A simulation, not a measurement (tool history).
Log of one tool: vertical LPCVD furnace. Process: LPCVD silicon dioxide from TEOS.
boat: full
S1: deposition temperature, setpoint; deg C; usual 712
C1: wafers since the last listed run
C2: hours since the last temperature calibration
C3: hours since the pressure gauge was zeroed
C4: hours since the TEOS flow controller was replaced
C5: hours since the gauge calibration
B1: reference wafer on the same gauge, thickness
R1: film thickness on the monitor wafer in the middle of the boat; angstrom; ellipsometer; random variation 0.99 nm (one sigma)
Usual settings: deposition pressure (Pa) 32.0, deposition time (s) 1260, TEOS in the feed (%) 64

{"run": 1, "hour": 0.0, "S1": 712, "deposition pressure (Pa)": 32.0, "deposition time (s)": 1260, "TEOS in the feed (%)": 64, "C1": 0, "C2": 2062.5, "C3": 1167.1, "C4": 4269.2, "C5": 2068.6, "B1": 142.25, "R1": 1741.5}
{"run": 2, "hour": 102.7, "S1": 712, "deposition pressure (Pa)": 32.0, "deposition time (s)": 1260, "TEOS in the feed (%)": 64, "C1": 2922, "C2": 2165.2, "C3": 1269.8, "C4": 4371.9, "C5": 2171.3, "B1": 142.14, "R1": 1750.0}
{"run": 3, "hour": 184.4, "S1": 712, "deposition pressure (Pa)": 32.0, "deposition time (s)": 1260, "TEOS in the feed (%)": 64, "C1": 2325, "C2": 2246.9, "C3": 1351.5, "C4": 4453.6, "C5": 2253.0, "B1": 142.23, "R1": 1746.7}
{"run": 4, "hour": 229.7, "S1": 712, "deposition pressure (Pa)": 38.0, "deposition time (s)": 1260, "TEOS in the feed (%)": 64, "C1": 1289, "C2": 2292.2, "C3": 1396.8, "C4": 4498.9, "C5": 2298.3, "B1": 142.26, "R1": 1916.7}
{"run": 5, "hour": 299.5, "S1": 712, "deposition pressure (Pa)": 32.0, "deposition time (s)": 1260, "TEOS in the feed (%)": 64, "C1": 1986, "C2": 2362.0, "C3": 1466.6, "C4": 4568.7, "C5": 2368.1, "B1": 141.94, "R1": 1750.8}
{"run": 6, "hour": 394.9, "S1": 712, "deposition pressure (Pa)": 32.0, "deposition time (s)": 1260, "TEOS in the feed (%)": 64, "C1": 2714, "C2": 2457.4, "C3": 1562.0, "C4": 4664.1, "C5": 2463.5, "B1": 142.15, "R1": 1754.6}
{"hour": 439.7, "done": "TEOS flow controller replaced"}
{"run": 7, "hour": 469.4, "S1": 712, "deposition pressure (Pa)": 32.0, "deposition time (s)": 1260, "TEOS in the feed (%)": 64, "C1": 1437, "C2": 2531.9, "C3": 1636.5, "C4": 29.7, "C5": 2538.0, "B1": 142.19, "R1": 1770.8}
{"run": 8, "hour": 555.6, "S1": 712, "deposition pressure (Pa)": 32.0, "deposition time (s)": 1260, "TEOS in the feed (%)": 64, "C1": 2453, "C2": 2618.1, "C3": 1722.7, "C4": 115.9, "C5": 2624.2, "B1": 142.13, "R1": 1768.3}
{"run": 9, "hour": 596.1, "S1": 712, "deposition pressure (Pa)": 32.0, "deposition time (s)": 1260, "TEOS in the feed (%)": 64, "C1": 1152, "C2": 2658.6, "C3": 1763.2, "C4": 156.4, "C5": 2664.7, "B1": 141.68, "R1": 1769.1}
{"run": 10, "hour": 651.6, "S1": 712, "deposition pressure (Pa)": 32.0, "deposition time (s)": 1260, "TEOS in the feed (%)": 64, "C1": 1579, "C2": 2714.1, "C3": 1818.7, "C4": 211.9, "C5": 2720.2, "B1": 142.01, "R1": 1767.6}
{"run": 11, "hour": 810.5, "S1": 712, "deposition pressure (Pa)": 32.0, "deposition time (s)": 1260, "TEOS in the feed (%)": 64, "C1": 4521, "C2": 2873.0, "C3": 1977.6, "C4": 370.8, "C5": 2879.1, "B1": 141.9, "R1": 1774.7}
{"run": 12, "hour": 901.6, "S1": 712, "deposition pressure (Pa)": 32.0, "deposition time (s)": 1260, "TEOS in the feed (%)": 64, "C1": 2592, "C2": 2964.1, "C3": 2068.7, "C4": 461.9, "C5": 2970.2, "B1": 142.16, "R1": 1757.6}
{"run": 13, "hour": 961.9, "S1": 712, "deposition pressure (Pa)": 26.0, "deposition time (s)": 810, "TEOS in the feed (%)": 64, "C1": 1716, "C2": 3024.4, "C3": 2129.0, "C4": 522.2, "C5": 3030.5, "B1": 142.14, "R1": 1023.6}
{"run": 14, "hour": 1060.5, "S1": 712, "deposition pressure (Pa)": 32.0, "deposition time (s)": 1260, "TEOS in the feed (%)": 64, "C1": 2805, "C2": 3123.0, "C3": 2227.6, "C4": 620.8, "C5": 3129.1, "B1": 142.06, "R1": 1755.5}
{"run": 15, "hour": 1152.6, "S1": 712, "deposition pressure (Pa)": 29.3, "deposition time (s)": 990, "TEOS in the feed (%)": 64, "C1": 2620, "C2": 3215.1, "C3": 2319.7, "C4": 712.9, "C5": 3221.2, "B1": 142.32, "R1": 1332.4}
{"run": 16, "hour": 1211.5, "S1": 716, "deposition pressure (Pa)": 39.3, "deposition time (s)": 1260, "TEOS in the feed (%)": 64, "C1": 1676, "C2": 3274.0, "C3": 2378.6, "C4": 771.8, "C5": 3280.1, "B1": 141.68, "R1": 2162.6}
{"hour": 1334.7, "done": "gauge calibrated"}
{"run": 17, "hour": 1396.9, "S1": 706, "deposition pressure (Pa)": 32.0, "deposition time (s)": 750, "TEOS in the feed (%)": 64, "C1": 5276, "C2": 3459.4, "C3": 2564.0, "C4": 957.2, "C5": 62.2, "B1": 142.1, "R1": 927.2}
{"hour": 1473.6, "done": "pressure gauge zeroed"}
{"run": 18, "hour": 1673.4, "S1": 712, "deposition pressure (Pa)": 32.0, "deposition time (s)": 1260, "TEOS in the feed (%)": 64, "C1": 7185, "C2": 3735.9, "C3": 199.8, "C4": 1233.7, "C5": 338.7, "B1": 142.04, "R1": 1778.7}
{"run": 19, "hour": 1723.0, "S1": 712, "deposition pressure (Pa)": 32.0, "deposition time (s)": 1260, "TEOS in the feed (%)": 64, "C1": 1411, "C2": 3785.5, "C3": 249.4, "C4": 1283.3, "C5": 388.3, "B1": 142.15, "R1": 1768.4}
{"run": 20, "hour": 1805.5, "S1": 712, "deposition pressure (Pa)": 28.0, "deposition time (s)": 1260, "TEOS in the feed (%)": 64, "C1": 2347, "C2": 3868.0, "C3": 331.9, "C4": 1365.8, "C5": 470.8, "B1": 142.14, "R1": 1670.2}
{"run": 21, "hour": 1901.4, "S1": 708, "deposition pressure (Pa)": 38.0, "deposition time (s)": 900, "TEOS in the feed (%)": 71, "C1": 2729, "C2": 3963.9, "C3": 427.8, "C4": 1461.7, "C5": 566.7, "B1": 142.2, "R1": 1337.9}
{"hour": 1931.2, "done": "thermocouples replaced and temperature profile calibrated"}
{"run": 22, "hour": 2006.7, "S1": 712, "deposition pressure (Pa)": 24.0, "deposition time (s)": 1260, "TEOS in the feed (%)": 52, "C1": 2313, "C2": 75.5, "C3": 533.1, "C4": 1567.0, "C5": 672.0, "B1": 141.9, "R1": 1360.2}
{"run": 23, "hour": 2077.6, "S1": 712, "deposition pressure (Pa)": 28.0, "deposition time (s)": 1260, "TEOS in the feed (%)": 68, "C1": 2017, "C2": 146.4, "C3": 604.0, "C4": 1637.9, "C5": 742.9, "B1": 141.71, "R1": 1661.6}
{"run": 24, "hour": 2114.6, "S1": 712, "deposition pressure (Pa)": 32.0, "deposition time (s)": 1260, "TEOS in the feed (%)": 64, "C1": 1052, "C2": 183.4, "C3": 641.0, "C4": 1674.9, "C5": 779.9, "B1": 141.93, "R1": 1718.7}
{"run": 25, "hour": 2163.2, "S1": 712, "deposition pressure (Pa)": 29.3, "deposition time (s)": 990, "TEOS in the feed (%)": 64, "C1": 1383, "C2": 232.0, "C3": 689.6, "C4": 1723.5, "C5": 828.5, "B1": 141.72, "R1": 1297.5}
{"run": 26, "hour": 2215.1, "S1": 719, "deposition pressure (Pa)": 32.0, "deposition time (s)": 1260, "TEOS in the feed (%)": 64, "C1": 1476, "C2": 283.9, "C3": 741.5, "C4": 1775.4, "C5": 880.4, "B1": 141.66, "R1": 2007.5}
{"run": 27, "hour": 2306.9, "S1": 712, "deposition pressure (Pa)": 32.0, "deposition time (s)": 1260, "TEOS in the feed (%)": 64, "C1": 2612, "C2": 375.7, "C3": 833.3, "C4": 1867.2, "C5": 972.2, "B1": 141.71, "R1": 1738.5}
{"run": 28, "hour": 2375.6, "S1": 712, "deposition pressure (Pa)": 32.0, "deposition time (s)": 1260, "TEOS in the feed (%)": 68, "C1": 1955, "C2": 444.4, "C3": 902.0, "C4": 1935.9, "C5": 1040.9, "B1": 142.1, "R1": 1781.5}
{"run": 29, "hour": 2451.4, "S1": 712, "deposition pressure (Pa)": 29.3, "deposition time (s)": 1260, "TEOS in the feed (%)": 70, "C1": 2157, "C2": 520.2, "C3": 977.8, "C4": 2011.7, "C5": 1116.7, "B1": 142.09, "R1": 1709.2}
{"run": 30, "hour": 2545.4, "S1": 712, "deposition pressure (Pa)": 24.7, "deposition time (s)": 930, "TEOS in the feed (%)": 64, "C1": 2675, "C2": 614.2, "C3": 1071.8, "C4": 2105.7, "C5": 1210.7, "B1": 142.08, "R1": 1123.3}
{"run": 31, "hour": 2592.2, "S1": 712, "deposition pressure (Pa)": 32.0, "deposition time (s)": 1260, "TEOS in the feed (%)": 64, "C1": 1331, "C2": 661.0, "C3": 1118.6, "C4": 2152.5, "C5": 1257.5, "B1": 141.93, "R1": 1718.4}

Some steps in R1 between neighbouring runs. How much of each would the tool show without its hidden state too (settings, what came in, random variation), and how much is left for the hidden state, with any gauge scatter that isn't in both results?
The hidden state here: true tube temperature minus thermocouple reading, K; true pressure minus gauge reading, mTorr; deviation of the TEOS flow from its setpoint, %; gauge reads high (%).
Run 15 -> 16: S1 712 -> 716, deposition pressure (Pa) 29.3 -> 39.3, deposition time (s) 990 -> 1260. R1 +830.2 angstrom: hidden state +30.1, all else +800.1.
Run 16 -> 17: S1 716 -> 706, deposition pressure (Pa) 39.3 -> 32.0, deposition time (s) 1260 -> 750, gauge calibrated. R1 -1235.4 angstrom: hidden state -41.9, all else -1193.5.
Run 17 -> 18: S1 706 -> 712, deposition time (s) 750 -> 1260, pressure gauge zeroed. R1 +851.5 angstrom: hidden state +36.8, all else +814.7.
Run 21 -> 22: S1 708 -> 712, deposition pressure (Pa) 38.0 -> 24.0, deposition time (s) 900 -> 1260, TEOS in the feed (%) 71 -> 52, thermocouples replaced and temperature profile calibrated. R1 +22.3 angstrom: hidden state -44.5, all else +66.8.
